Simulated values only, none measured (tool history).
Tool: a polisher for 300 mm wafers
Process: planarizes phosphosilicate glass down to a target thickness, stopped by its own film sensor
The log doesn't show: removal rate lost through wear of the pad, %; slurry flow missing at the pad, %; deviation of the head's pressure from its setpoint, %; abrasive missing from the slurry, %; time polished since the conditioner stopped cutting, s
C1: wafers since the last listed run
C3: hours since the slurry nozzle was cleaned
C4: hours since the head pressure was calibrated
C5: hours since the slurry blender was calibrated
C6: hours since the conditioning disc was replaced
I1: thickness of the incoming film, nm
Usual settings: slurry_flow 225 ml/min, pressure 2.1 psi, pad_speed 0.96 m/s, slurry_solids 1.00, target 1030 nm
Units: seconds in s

run 1 day=0.000 | slurry_flow=225 pressure=2.1 pad_speed=0.96 slurry_solids=1.00 target=1030 | C1=0 wafers_polished_on_this_pad=290 C3=157.3 C4=104.7 C5=257.7 C6=201.7 | I1=1359.9 | seconds=68.7
run 2 day=0.562 | slurry_flow=225 pressure=2.1 pad_speed=0.96 slurry_solids=1.00 target=1030 | C1=132 wafers_polished_on_this_pad=422 C3=170.8 C4=118.2 C5=271.2 C6=215.2 | I1=1376.9 | seconds=73.1
run 3 day=1.154 | slurry_flow=225 pressure=2.1 pad_speed=0.96 slurry_solids=1.00 target=1030 | C1=139 wafers_polished_on_this_pad=561 C3=185.0 C4=132.4 C5=285.4 C6=229.4 | I1=1372.5 | seconds=72.3
run 4 day=1.658 | slurry_flow=225 pressure=2.1 pad_speed=0.96 slurry_solids=1.00 target=1030 | C1=118 wafers_polished_on_this_pad=680 C3=197.1 C4=144.5 C5=297.5 C6=241.5 | I1=1372.6 | seconds=72.4
run 5 day=2.004 | slurry_flow=225 pressure=2.1 pad_speed=0.96 slurry_solids=1.00 target=1030 | C1=81 wafers_polished_on_this_pad=761 C3=205.4 C4=152.8 C5=305.8 C6=249.8 | I1=1377.9 | seconds=72.1
run 6 day=2.300 | slurry_flow=250 pressure=2.1 pad_speed=0.96 slurry_solids=1.00 target=1030 | C1=69 wafers_polished_on_this_pad=831 C3=212.5 C4=159.9 C5=312.9 C6=256.9 | I1=1355.6 | seconds=67.0
run 7 day=2.842 | slurry_flow=250 pressure=2.1 pad_speed=0.96 slurry_solids=1.00 target=1030 | C1=127 wafers_polished_on_this_pad=958 C3=225.5 C4=172.9 C5=325.9 C6=269.9 | I1=1380.6 | seconds=73.6
-- day=3.025 worn pad replaced by a new one
run 8 day=3.488 | slurry_flow=250 pressure=2.1 pad_speed=0.96 slurry_solids=1.00 target=1030 | C1=112 wafers_polished_on_this_pad=109 C3=241.0 C4=188.4 C5=341.4 C6=285.4 | I1=1373.3 | seconds=71.4
run 9 day=4.100 | slurry_flow=225 pressure=2.1 pad_speed=0.96 slurry_solids=1.00 target=1076 | C1=144 wafers_polished_on_this_pad=253 C3=255.7 C4=203.1 C5=356.1 C6=300.1 | I1=1364.7 | seconds=62.6
run 10 day=4.642 | slurry_flow=225 pressure=2.1 pad_speed=0.96 slurry_solids=1.00 target=1030 | C1=127 wafers_polished_on_this_pad=380 C3=268.7 C4=216.1 C5=369.1 C6=313.1 | I1=1364.1 | seconds=70.4
run 11 day=5.371 | slurry_flow=225 pressure=2.1 pad_speed=0.96 slurry_solids=1.00 target=1030 | C1=171 wafers_polished_on_this_pad=552 C3=286.2 C4=233.6 C5=386.6 C6=330.6 | I1=1348.6 | seconds=67.2
run 12 day=5.779 | slurry_flow=225 pressure=2.1 pad_speed=0.84 slurry_solids=1.00 target=981 | C1=96 wafers_polished_on_this_pad=648 C3=296.0 C4=243.4 C5=396.4 C6=340.4 | I1=1375.8 | seconds=90.6
run 13 day=6.050 | slurry_flow=290 pressure=2.1 pad_speed=1.28 slurry_solids=0.85 target=1030 | C1=63 wafers_polished_on_this_pad=712 C3=302.5 C4=249.9 C5=402.9 C6=346.9 | I1=1347.5 | seconds=62.1
run 14 day=6.525 | slurry_flow=225 pressure=2.1 pad_speed=0.96 slurry_solids=1.00 target=1030 | C1=111 wafers_polished_on_this_pad=823 C3=313.9 C4=261.3 C5=414.3 C6=358.3 | I1=1386.3 | seconds=76.6
run 15 day=7.171 | slurry_flow=225 pressure=2.1 pad_speed=0.96 slurry_solids=0.90 target=1128 | C1=151 wafers_polished_on_this_pad=975 C3=329.4 C4=276.8 C5=429.8 C6=373.8 | I1=1340.7 | seconds=49.4
-- day=7.421 head pressure recalibrated
-- day=7.642 conditioning disc replaced and pad reconditioned
run 16 day=7.717 | slurry_flow=225 pressure=2.1 pad_speed=0.96 slurry_solids=0.75 target=1030 | C1=89 wafers_polished_on_this_pad=1065 C3=342.5 C4=7.1 C5=442.9 C6=1.8 | I1=1350.7 | seconds=78.9
-- day=7.921 slurry blender recalibrated
run 17 day=8.175 | slurry_flow=225 pressure=2.1 pad_speed=1.22 slurry_solids=0.75 target=969 | C1=88 wafers_polished_on_this_pad=1153 C3=353.5 C4=18.1 C5=6.1 C6=12.8 | I1=1376.8 | seconds=86.7
-- day=8.392 worn pad replaced by a new one
run 18 day=8.446 | slurry_flow=225 pressure=1.6 pad_speed=1.08 slurry_solids=1.00 target=1030 | C1=24 wafers_polished_on_this_pad=12 C3=360.0 C4=24.6 C5=12.6 C6=19.3 | I1=1378.7 | seconds=80.7
run 19 day=9.021 | slurry_flow=205 pressure=2.1 pad_speed=1.14 slurry_solids=1.00 target=1030 | C1=135 wafers_polished_on_this_pad=147 C3=373.8 C4=38.4 C5=26.4 C6=33.1 | I1=1349.0 | seconds=56.5
-- day=9.683 slurry nozzle cleaned
run 20 day=9.754 | slurry_flow=225 pressure=1.9 pad_speed=0.72 slurry_solids=1.15 target=1127 | C1=162 wafers_polished_on_this_pad=310 C3=1.7 C4=56.0 C5=44.0 C6=50.7 | I1=1366.5 | seconds=58.7
run 21 day=11.117 | slurry_flow=225 pressure=2.7 pad_speed=0.96 slurry_solids=1.00 target=1083 | C1=320 wafers_polished_on_this_pad=631 C3=34.4 C4=88.7 C5=76.7 C6=83.4 | I1=1352.1 | seconds=42.7
run 22 day=11.429 | slurry_flow=225 pressure=1.6 pad_speed=0.96 slurry_solids=1.00 target=1030 | C1=73 wafers_polished_on_this_pad=704 C3=41.9 C4=96.2 C5=84.2 C6=90.9 | I1=1363.0 | seconds=85.8
run 23 day=11.912 | slurry_flow=225 pressure=2.1 pad_speed=0.64 slurry_solids=1.00 target=1030 | C1=113 wafers_polished_on_this_pad=818 C3=53.5 C4=107.8 C5=95.8 C6=102.5 | I1=1351.2 | seconds=85.4
run 24 day=12.162 | slurry_flow=225 pressure=2.1 pad_speed=1.22 slurry_solids=0.75 target=1030 | C1=58 wafers_polished_on_this_pad=877 C3=59.5 C4=113.8 C5=101.8 C6=108.5 | I1=1361.7 | seconds=74.3
run 25 day=12.842 | slurry_flow=225 pressure=2.1 pad_speed=0.96 slurry_solids=1.00 target=1079 | C1=159 wafers_polished_on_this_pad=1037 C3=75.8 C4=130.1 C5=118.1 C6=124.8 | I1=1345.1 | seconds=54.8
-- day=13.371 worn pad replaced by a new one
run 26 day=13.504 | slurry_flow=225 pressure=2.1 pad_speed=1.08 slurry_solids=0.85 target=999 | C1=116 wafers_polished_on_this_pad=31 C3=91.7 C4=146.0 C5=134.0 C6=140.7 | I1=1356.3 | seconds=76.7

The tool's hidden state at each run:
removal rate lost through wear of the pad, %: 0 in every run
slurry flow missing at the pad, %: 0 in every run
abrasive missing from the slurry, %: 0 in every run
H1: deviation of the head's pressure from its setpoint, %
H2: time polished since the conditioner stopped cutting, s
run=1 H1=3.12 H2=353
run=2 H1=3.32 H2=359
run=3 H1=3.51 H2=365
run=4 H1=3.66 H2=370
run=5 H1=3.75 H2=372
run=6 H1=3.82 H2=375
run=7 H1=3.94 H2=378
run=8 H1=4.07 H2=382
run=9 H1=4.17 H2=386
run=10 H1=4.25 H2=388
run=11 H1=4.35 H2=392
run=12 H1=4.4 H2=393
run=13 H1=4.43 H2=394
run=14 H1=4.47 H2=396
run=15 H1=4.53 H2=398
run=16 H1=-0.00595 H2=6.07
run=17 H1=0.408 H2=34.8
run=18 H1=0.634 H2=50.5
run=19 H1=1.07 H2=81.2
run=20 H1=1.56 H2=115
run=21 H1=2.27 H2=167
run=22 H1=2.41 H2=177
run=23 H1=2.6 H2=191
run=24 H1=2.7 H2=198
run=25 H1=2.92 H2=214
run=26 H1=3.11 H2=229

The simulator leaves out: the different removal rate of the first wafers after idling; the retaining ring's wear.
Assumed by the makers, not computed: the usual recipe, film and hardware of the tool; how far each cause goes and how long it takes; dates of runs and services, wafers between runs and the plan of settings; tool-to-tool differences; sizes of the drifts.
